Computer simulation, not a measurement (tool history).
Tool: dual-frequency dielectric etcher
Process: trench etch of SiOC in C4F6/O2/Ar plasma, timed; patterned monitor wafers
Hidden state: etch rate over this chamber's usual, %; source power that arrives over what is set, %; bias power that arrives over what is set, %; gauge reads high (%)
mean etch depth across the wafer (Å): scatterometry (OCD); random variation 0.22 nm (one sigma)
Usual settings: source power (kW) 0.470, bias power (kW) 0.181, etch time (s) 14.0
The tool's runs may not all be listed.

run,hour,source power (kW),bias power (kW),etch time (s),wafers since the last listed run,hours since the last wet clean,hours since the last source power generator calibration,hours since the last bias power generator calibration,hours since the last upper electrode change,hours since the gauge calibration,"read-back reference wafer on the same gauge, depth_nm",mean etch depth across the wafer (Å)
1,0.0,0.470,0.181,14.0,0,539.9,130.4,5068.6,3833.5,715.6,32.73,308.3
2,19.6,0.470,0.181,14.0,184,559.5,150.0,5088.2,3853.1,735.2,32.69,305.0
3,37.3,0.470,0.181,14.0,166,577.2,167.7,5105.9,3870.8,752.9,32.68,309.0
# hour 82.8: wet clean of the chamber
4,83.3,0.470,0.181,14.0,207,0.5,213.7,5151.9,3916.8,798.9,32.55,305.1
5,95.7,0.470,0.181,14.0,116,12.9,226.1,5164.3,3929.2,811.3,32.62,302.0
6,120.9,0.470,0.191,14.0,237,38.1,251.3,5189.5,3954.4,836.5,32.51,314.9
7,138.6,0.410,0.224,14.0,166,55.8,269.0,5207.2,3972.1,854.2,32.51,306.1
8,161.0,0.470,0.217,16.5,211,78.2,291.4,5229.6,3994.5,876.6,32.48,382.1
9,193.7,0.470,0.181,14.0,308,110.9,324.1,5262.3,4027.2,909.3,32.40,299.1
# hour 226.9: bias power generator calibrated
10,228.4,0.470,0.181,14.0,289,145.6,358.8,1.5,4061.9,944.0,32.34,303.2
11,248.2,0.400,0.181,14.0,186,165.4,378.6,21.3,4081.7,963.8,32.31,274.9
# hour 313.4: upper electrode replaced
12,313.9,0.410,0.224,14.0,392,231.1,444.3,87.0,0.5,1029.5,32.14,304.1
13,314.2,0.570,0.181,14.0,2,231.4,444.6,87.3,0.8,1029.8,32.05,328.6
14,321.3,0.580,0.181,17.0,66,238.5,451.7,94.4,7.9,1036.9,32.11,407.1
# hour 335.5: gauge calibrated
15,351.9,0.530,0.181,14.0,288,269.1,482.3,125.0,38.5,16.4,33.47,330.1
16,386.0,0.570,0.146,11.0,321,303.2,516.4,159.1,72.6,50.5,33.42,249.0
17,419.7,0.470,0.181,14.0,317,336.9,550.1,192.8,106.3,84.2,33.36,314.3
18,434.9,0.470,0.181,14.0,143,352.1,565.3,208.0,121.5,99.4,33.42,313.7
19,447.1,0.520,0.181,12.5,114,364.3,577.5,220.2,133.7,111.6,33.38,294.0
20,480.0,0.420,0.208,14.0,310,397.2,610.4,253.1,166.6,144.5,33.36,312.2
21,511.2,0.560,0.207,13.0,294,428.4,641.6,284.3,197.8,175.7,33.39,332.5
22,533.9,0.470,0.168,14.0,213,451.1,664.3,307.0,220.5,198.4,33.35,305.6
23,558.1,0.470,0.218,14.0,228,475.3,688.5,331.2,244.7,222.6,33.32,336.1
24,591.0,0.470,0.181,14.0,310,508.2,721.4,364.1,277.6,255.5,33.31,311.5
25,621.7,0.590,0.181,16.0,289,538.9,752.1,394.8,308.3,286.2,33.35,399.7
26,641.9,0.470,0.181,17.0,190,559.1,772.3,415.0,328.5,306.4,33.30,377.9
27,658.6,0.470,0.161,10.5,157,575.8,789.0,431.7,345.2,323.1,33.36,224.3

Run 28 comes next. What will it give?
# hour 702.1: wet clean of the chamber
28,702.6,0.470,0.181,12.5,188,0.5,833.0,475.7,389.2,367.1,?,?

{"run 28": {"read-back reference wafer on the same gauge, depth_nm": 33.28, "mean etch depth across the wafer (Å)": 275.9}}
Without the tool's hidden state the same run would have given mean etch depth across the wafer (Å) 276.2.
